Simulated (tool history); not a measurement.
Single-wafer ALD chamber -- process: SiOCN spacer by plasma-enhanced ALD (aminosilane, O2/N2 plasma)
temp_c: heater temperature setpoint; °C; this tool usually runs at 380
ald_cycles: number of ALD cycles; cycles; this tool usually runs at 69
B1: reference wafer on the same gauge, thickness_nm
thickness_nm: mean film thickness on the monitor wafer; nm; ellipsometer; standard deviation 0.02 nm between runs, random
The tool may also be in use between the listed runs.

run 1 hour=0 | temp_c=387 ald_cycles=74 | B1=4.559 | thickness_nm=4.922
run 2 hour=61.6 | temp_c=372 ald_cycles=69 | B1=4.554 | thickness_nm=4.592
run 3 hour=132.3 | temp_c=380 ald_cycles=69 | B1=4.563 | thickness_nm=4.581
run 4 hour=169.2 | temp_c=380 ald_cycles=69 | B1=4.561 | thickness_nm=4.588
-- hour=195.3 gauge calibrated
run 5 hour=205 | temp_c=380 ald_cycles=79 | B1=4.566 | thickness_nm=5.266
run 6 hour=240.3 | temp_c=380 ald_cycles=79 | B1=4.563 | thickness_nm=5.258
run 7 hour=311.2 | temp_c=380 ald_cycles=69 | B1=4.559 | thickness_nm=4.616
run 8 hour=420.2 | temp_c=380 ald_cycles=69 | B1=4.56 | thickness_nm=4.59
run 9 hour=463.9 | temp_c=380 ald_cycles=69 | B1=4.559 | thickness_nm=4.564
run 10 hour=514.2 | temp_c=380 ald_cycles=69 | B1=4.565 | thickness_nm=4.585
run 11 hour=568.4 | temp_c=380 ald_cycles=69 | B1=4.561 | thickness_nm=4.595
run 12 hour=602 | temp_c=380 ald_cycles=69 | B1=4.559 | thickness_nm=4.555
run 13 hour=653 | temp_c=380 ald_cycles=69 | B1=4.557 | thickness_nm=4.591
run 14 hour=699.3 | temp_c=380 ald_cycles=69 | B1=4.559 | thickness_nm=4.623
run 15 hour=734.4 | temp_c=380 ald_cycles=69 | B1=4.564 | thickness_nm=4.591
run 16 hour=761.1 | temp_c=380 ald_cycles=69 | B1=4.565 | thickness_nm=4.578
run 17 hour=802.1 | temp_c=380 ald_cycles=69 | B1=4.562 | thickness_nm=4.601
run 18 hour=868 | temp_c=380 ald_cycles=69 | B1=4.555 | thickness_nm=4.546
run 19 hour=938.8 | temp_c=385 ald_cycles=69 | B1=4.559 | thickness_nm=4.611
run 20 hour=995.5 | temp_c=393 ald_cycles=65 | B1=4.56 | thickness_nm=4.305
-- hour=1032.5 thermocouple changed; heater temperature recalibrated
run 21 hour=1046.1 | temp_c=372 ald_cycles=64 | B1=4.566 | thickness_nm=4.265
run 22 hour=1107.2 | temp_c=386 ald_cycles=80 | B1=4.562 | thickness_nm=5.308
-- hour=1118.1 gauge calibrated
run 23 hour=1217.6 | temp_c=380 ald_cycles=69 | B1=4.558 | thickness_nm=4.556
run 24 hour=1281.4 | temp_c=380 ald_cycles=69 | B1=4.563 | thickness_nm=4.581
run 25 hour=1492 | temp_c=366 ald_cycles=63 | B1=4.559 | thickness_nm=4.176
run 26 hour=1525.8 | temp_c=365 ald_cycles=69 | B1=4.566 | thickness_nm=4.577
run 27 hour=1592.8 | temp_c=372 ald_cycles=63 | B1=4.563 | thickness_nm=4.182
run 28 hour=1638.5 | temp_c=380 ald_cycles=74 | B1=4.562 | thickness_nm=4.934
run 29 hour=1697.5 | temp_c=380 ald_cycles=69 | B1=4.559 | thickness_nm=4.567
run 30 hour=1757.8 | temp_c=391 ald_cycles=82 | B1=4.557 | thickness_nm=5.437
run 31 hour=1783 | temp_c=392 ald_cycles=69 | B1=4.561 | thickness_nm=4.568
run 32 hour=1908.6 | temp_c=380 ald_cycles=69 | B1=4.56 | thickness_nm=4.573
run 33 hour=1945.3 | temp_c=391 ald_cycles=57 | B1=4.564 | thickness_nm=3.809
run 34 hour=2009.8 | temp_c=380 ald_cycles=69 | B1=4.56 | thickness_nm=4.592
run 35 hour=2060.1 | temp_c=380 ald_cycles=69 | B1=4.561 | thickness_nm=4.626
run 36 hour=2087.9 | temp_c=387 ald_cycles=77 | B1=4.56 | thickness_nm=5.108

Each row is a separate what-if for the run after 36, all from the same tool condition, not one after another. Results?
run A hour=2088.4 | temp_c=380 ald_cycles=61 | B1=? | thickness_nm=?
run B hour=2088.4 | temp_c=380 ald_cycles=58 | B1=? | thickness_nm=?
run C hour=2088.4 | temp_c=369 ald_cycles=57 | B1=? | thickness_nm=?

run=A B1=4.56 thickness_nm=4.042
run=B B1=4.56 thickness_nm=3.843
run=C B1=4.56 thickness_nm=3.777
Without the tool's unlogged condition, the same runs would have read:
run=A thickness_nm=4.042
run=B thickness_nm=3.843
run=C thickness_nm=3.777

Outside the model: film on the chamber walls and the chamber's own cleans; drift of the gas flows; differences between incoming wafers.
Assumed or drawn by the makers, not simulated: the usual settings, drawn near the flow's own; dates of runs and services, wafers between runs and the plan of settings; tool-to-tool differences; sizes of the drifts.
